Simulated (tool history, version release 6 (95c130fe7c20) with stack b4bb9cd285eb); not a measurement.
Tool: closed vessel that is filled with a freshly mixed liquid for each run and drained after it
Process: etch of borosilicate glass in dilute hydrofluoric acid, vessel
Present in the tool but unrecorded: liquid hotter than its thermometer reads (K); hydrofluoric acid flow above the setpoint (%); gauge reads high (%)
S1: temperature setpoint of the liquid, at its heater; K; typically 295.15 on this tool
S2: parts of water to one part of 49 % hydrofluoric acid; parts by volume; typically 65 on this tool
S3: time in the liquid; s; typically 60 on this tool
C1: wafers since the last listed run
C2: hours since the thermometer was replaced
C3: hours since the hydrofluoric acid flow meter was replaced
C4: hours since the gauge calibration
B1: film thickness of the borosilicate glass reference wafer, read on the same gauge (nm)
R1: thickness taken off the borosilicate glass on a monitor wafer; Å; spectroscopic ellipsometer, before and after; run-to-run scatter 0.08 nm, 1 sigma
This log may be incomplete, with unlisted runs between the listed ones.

run,hour,S1,S2,S3,C1,C2,C3,C4,B1,R1
1,0.0,295.15,40,60,0,1717.8,846.5,189.2,70.01,349.2
2,71.5,295.15,90,60,8841,1789.3,918.0,260.7,70.03,145.9
3,95.5,295.15,60,60,2967,1813.3,942.0,284.7,70.02,226.9
4,163.2,295.15,60,60,8372,1881.0,1009.7,352.4,70.01,227.1
5,193.5,295.15,60,60,3747,1911.3,1040.0,382.7,69.99,228.9
6,249.4,295.15,65,60,6912,1967.2,1095.9,438.6,70.05,210.3
7,301.5,295.15,65,60,6442,2019.3,1148.0,490.7,70.00,209.8
8,350.2,295.15,65,60,6022,2068.0,1196.7,539.4,69.98,211.0
9,431.0,295.15,65,60,9992,2148.8,1277.5,620.2,69.98,210.3
10,481.6,295.15,65,60,6257,2199.4,1328.1,670.8,70.00,210.3
11,505.8,295.15,65,50,2992,2223.6,1352.3,695.0,69.95,174.9
12,533.6,299.15,75,30,3437,2251.4,1380.1,722.8,69.97,106.0
# hour 553.6: hydrofluoric acid flow meter replaced
13,575.2,296.65,40,60,5020,2293.0,21.6,764.4,70.00,379.2
# hour 629.3: gauge calibrated
# hour 639.7: thermometer replaced
14,646.1,295.15,65,60,8644,6.4,92.5,16.8,70.02,201.4
15,701.0,298.15,45,70,6789,61.3,147.4,71.7,70.02,395.4
16,743.4,295.15,45,95,5243,103.7,189.8,114.1,70.00,479.3
17,783.6,293.65,65,30,4971,143.9,230.0,154.3,70.02,95.8
18,808.0,292.65,65,60,3017,168.3,254.4,178.7,69.98,182.8
19,867.6,295.15,65,60,7370,227.9,314.0,238.3,69.96,201.6
20,893.6,297.15,75,30,3215,253.9,340.0,264.3,69.97,94.7
21,943.5,298.65,80,30,6170,303.8,389.9,314.2,70.00,93.5
22,968.0,295.15,65,30,3029,328.3,414.4,338.7,70.01,102.2

3 ways to go on from here, each from the tool as it stands after run 22. What would each give?
A,968.7,295.15,65,60,86,329.0,415.1,339.4,?,?
B,968.7,295.15,65,70,86,329.0,415.1,339.4,?,?
C,968.7,292.15,75,80,86,329.0,415.1,339.4,?,?

run,B1,R1
A,69.98,204.1
B,69.98,238.2
C,69.98,205.8
With the hidden condition removed and each run's random variation left untouched, the same runs would have given:
run,R1
A,200.8
B,234.3
C,202.3

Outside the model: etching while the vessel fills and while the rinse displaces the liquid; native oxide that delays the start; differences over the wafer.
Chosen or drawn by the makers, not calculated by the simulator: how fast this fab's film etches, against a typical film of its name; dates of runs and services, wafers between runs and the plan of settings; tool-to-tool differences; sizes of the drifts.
